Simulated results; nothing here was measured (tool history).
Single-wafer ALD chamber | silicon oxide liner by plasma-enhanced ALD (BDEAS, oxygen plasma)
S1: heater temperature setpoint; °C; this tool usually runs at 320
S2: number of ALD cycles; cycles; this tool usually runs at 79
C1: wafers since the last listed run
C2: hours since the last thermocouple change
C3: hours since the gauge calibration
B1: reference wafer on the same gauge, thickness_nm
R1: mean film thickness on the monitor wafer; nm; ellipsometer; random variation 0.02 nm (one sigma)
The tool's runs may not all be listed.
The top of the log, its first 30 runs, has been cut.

{"run": 31, "hour": 1872.4, "S1": 320, "S2": 79, "C1": 216, "C2": 1058.2, "C3": 810.8, "B1": 7.545, "R1": 7.765}
{"run": 32, "hour": 1943.0, "S1": 320, "S2": 79, "C1": 322, "C2": 1128.8, "C3": 881.4, "B1": 7.55, "R1": 7.78}
{"run": 33, "hour": 1985.8, "S1": 310, "S2": 69, "C1": 195, "C2": 1171.6, "C3": 924.2, "B1": 7.542, "R1": 6.897}
{"run": 34, "hour": 2015.5, "S1": 311, "S2": 84, "C1": 135, "C2": 1201.3, "C3": 953.9, "B1": 7.551, "R1": 8.395}
{"hour": 2054.1, "done": "thermocouple changed; heater temperature recalibrated"}
{"run": 35, "hour": 2063.3, "S1": 332, "S2": 91, "C1": 181, "C2": 9.2, "C3": 1001.7, "B1": 7.552, "R1": 8.86}
{"run": 36, "hour": 2121.0, "S1": 332, "S2": 87, "C1": 263, "C2": 66.9, "C3": 1059.4, "B1": 7.546, "R1": 8.456}
{"run": 37, "hour": 2153.8, "S1": 327, "S2": 79, "C1": 149, "C2": 99.7, "C3": 1092.2, "B1": 7.552, "R1": 7.745}
{"run": 38, "hour": 2200.0, "S1": 320, "S2": 79, "C1": 210, "C2": 145.9, "C3": 1138.4, "B1": 7.548, "R1": 7.853}
{"run": 39, "hour": 2263.2, "S1": 309, "S2": 90, "C1": 288, "C2": 209.1, "C3": 1201.6, "B1": 7.55, "R1": 9.066}
{"run": 40, "hour": 2344.9, "S1": 320, "S2": 79, "C1": 372, "C2": 290.8, "C3": 1283.3, "B1": 7.547, "R1": 7.794}
{"run": 41, "hour": 2403.1, "S1": 329, "S2": 88, "C1": 265, "C2": 349.0, "C3": 1341.5, "B1": 7.554, "R1": 8.552}
{"run": 42, "hour": 2454.8, "S1": 320, "S2": 79, "C1": 235, "C2": 400.7, "C3": 1393.2, "B1": 7.553, "R1": 7.789}
{"run": 43, "hour": 2490.0, "S1": 326, "S2": 83, "C1": 160, "C2": 435.9, "C3": 1428.4, "B1": 7.557, "R1": 8.093}
{"run": 44, "hour": 2527.3, "S1": 335, "S2": 69, "C1": 170, "C2": 473.2, "C3": 1465.7, "B1": 7.556, "R1": 6.626}

Here are 3 independent what-if runs from the current tool condition. What would each one return?
{"run": "A", "hour": 2527.8, "S1": 320, "S2": 79, "C1": 2, "C2": 473.7, "C3": 1466.2, "B1": "?", "R1": "?"}
{"run": "B", "hour": 2527.8, "S1": 334, "S2": 66, "C1": 2, "C2": 473.7, "C3": 1466.2, "B1": "?", "R1": "?"}
{"run": "C", "hour": 2527.8, "S1": 320, "S2": 72, "C1": 2, "C2": 473.7, "C3": 1466.2, "B1": "?", "R1": "?"}

run=A B1=7.550 R1=7.801
run=B B1=7.550 R1=6.367
run=C B1=7.550 R1=7.110
With no hidden state in the tool, these same runs would have given:
run=A R1=7.851
run=B R1=6.408
run=C R1=7.155
